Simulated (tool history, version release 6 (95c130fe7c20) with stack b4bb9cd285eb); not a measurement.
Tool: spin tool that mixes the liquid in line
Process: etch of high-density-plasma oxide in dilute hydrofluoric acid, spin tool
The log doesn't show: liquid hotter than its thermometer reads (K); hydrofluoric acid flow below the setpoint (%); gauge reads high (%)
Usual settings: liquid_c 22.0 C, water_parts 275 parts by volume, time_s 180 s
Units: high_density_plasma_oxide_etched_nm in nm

| run | day | liquid_c | water_parts | time_s | wafers since the last listed run | hours since the thermometer was replaced | hours since the hydrofluoric acid flow meter was replaced | hours since the gauge calibration | read-back film thickness of the high-density-plasma oxide reference wafer, read on the same gauge (nm) | high_density_plasma_oxide_etched_nm |
|---|---|---|---|---|---|---|---|---|---|---|
| 1 | 0.000 | 22.0 | 275 | 135 | 0 | 1930.0 | 696.3 | 221.4 | 49.984 | 2.751 |
|  | 3.929 | hydrofluoric acid flow meter replaced |
| 2 | 7.621 | 22.0 | 275 | 135 | 1231 | 2112.9 | 88.6 | 404.3 | 49.932 | 2.830 |
| 3 | 10.079 | 20.5 | 275 | 180 | 399 | 2171.9 | 147.6 | 463.3 | 49.984 | 3.637 |
| 4 | 12.392 | 20.5 | 275 | 180 | 375 | 2227.4 | 203.1 | 518.8 | 50.003 | 3.619 |
| 5 | 13.421 | 18.0 | 275 | 180 | 167 | 2252.1 | 227.8 | 543.5 | 50.025 | 3.327 |
| 6 | 15.254 | 18.0 | 275 | 180 | 297 | 2296.1 | 271.8 | 587.5 | 50.026 | 3.343 |
| 7 | 17.521 | 22.0 | 275 | 180 | 368 | 2350.5 | 326.2 | 641.9 | 49.989 | 3.822 |
| 8 | 18.592 | 22.0 | 275 | 180 | 173 | 2376.2 | 351.9 | 667.6 | 50.052 | 3.830 |
| 9 | 20.121 | 25.5 | 275 | 180 | 248 | 2412.9 | 388.6 | 704.3 | 49.979 | 4.245 |
| 10 | 22.442 | 25.0 | 275 | 180 | 376 | 2468.6 | 444.3 | 760.0 | 50.039 | 4.195 |
| 11 | 24.479 | 25.0 | 275 | 180 | 330 | 2517.5 | 493.2 | 808.9 | 50.013 | 4.186 |
|  | 25.650 | thermometer replaced |
|  | 25.912 | gauge calibrated |
| 12 | 26.067 | 22.0 | 275 | 180 | 251 | 10.0 | 531.3 | 3.7 | 49.988 | 3.525 |
| 13 | 28.450 | 22.0 | 275 | 95 | 387 | 67.2 | 588.5 | 60.9 | 49.976 | 1.886 |
| 14 | 30.246 | 20.0 | 180 | 80 | 291 | 110.3 | 631.6 | 104.0 | 50.007 | 2.445 |
| 15 | 33.212 | 19.0 | 275 | 230 | 481 | 181.5 | 702.8 | 175.2 | 49.967 | 4.042 |
| 16 | 35.833 | 22.0 | 275 | 90 | 425 | 244.4 | 765.7 | 238.1 | 49.985 | 1.747 |
|  | 38.879 | hydrofluoric acid flow meter replaced |
| 17 | 41.450 | 22.0 | 385 | 180 | 905 | 379.2 | 61.7 | 372.9 | 50.014 | 2.398 |
| 18 | 43.404 | 19.0 | 275 | 180 | 317 | 426.1 | 108.6 | 419.8 | 50.017 | 3.294 |
| 19 | 45.817 | 20.0 | 325 | 275 | 391 | 484.0 | 166.5 | 477.7 | 50.037 | 4.169 |
| 20 | 48.071 | 22.0 | 275 | 180 | 366 | 538.1 | 220.6 | 531.8 | 49.976 | 3.645 |
| 21 | 49.996 | 22.0 | 275 | 135 | 312 | 584.3 | 266.8 | 578.0 | 50.028 | 2.764 |
| 22 | 51.950 | 22.0 | 275 | 180 | 317 | 631.2 | 313.7 | 624.9 | 49.987 | 3.660 |
| 23 | 53.283 | 22.0 | 275 | 180 | 216 | 663.2 | 345.7 | 656.9 | 50.001 | 3.636 |
| 24 | 55.304 | 22.0 | 140 | 180 | 328 | 711.7 | 394.2 | 705.4 | 50.001 | 8.296 |
| 25 | 58.108 | 19.5 | 275 | 180 | 455 | 779.0 | 461.5 | 772.7 | 49.976 | 3.357 |
| 26 | 60.567 | 17.5 | 275 | 180 | 399 | 838.0 | 520.5 | 831.7 | 49.994 | 3.090 |

Measured less the same run without the tool's hidden state. The same run-to-run variation is in both; the gauge's scatter may not be:
| run | high_density_plasma_oxide_etched_nm |
|---|---|
| 1 | +0.071 |
| 2 | +0.174 |
| 3 | +0.226 |
| 4 | +0.221 |
| 5 | +0.210 |
| 6 | +0.208 |
| 7 | +0.219 |
| 8 | +0.218 |
| 9 | +0.224 |
| 10 | +0.220 |
| 11 | +0.214 |
| 12 | -0.069 |
| 13 | -0.039 |
| 14 | -0.045 |
| 15 | -0.088 |
| 16 | -0.043 |
| 17 | +0.034 |
| 18 | +0.053 |
| 19 | +0.057 |
| 20 | +0.047 |
| 21 | +0.033 |
| 22 | +0.041 |
| 23 | +0.038 |
| 24 | +0.120 |
| 25 | +0.033 |
| 26 | +0.030 |

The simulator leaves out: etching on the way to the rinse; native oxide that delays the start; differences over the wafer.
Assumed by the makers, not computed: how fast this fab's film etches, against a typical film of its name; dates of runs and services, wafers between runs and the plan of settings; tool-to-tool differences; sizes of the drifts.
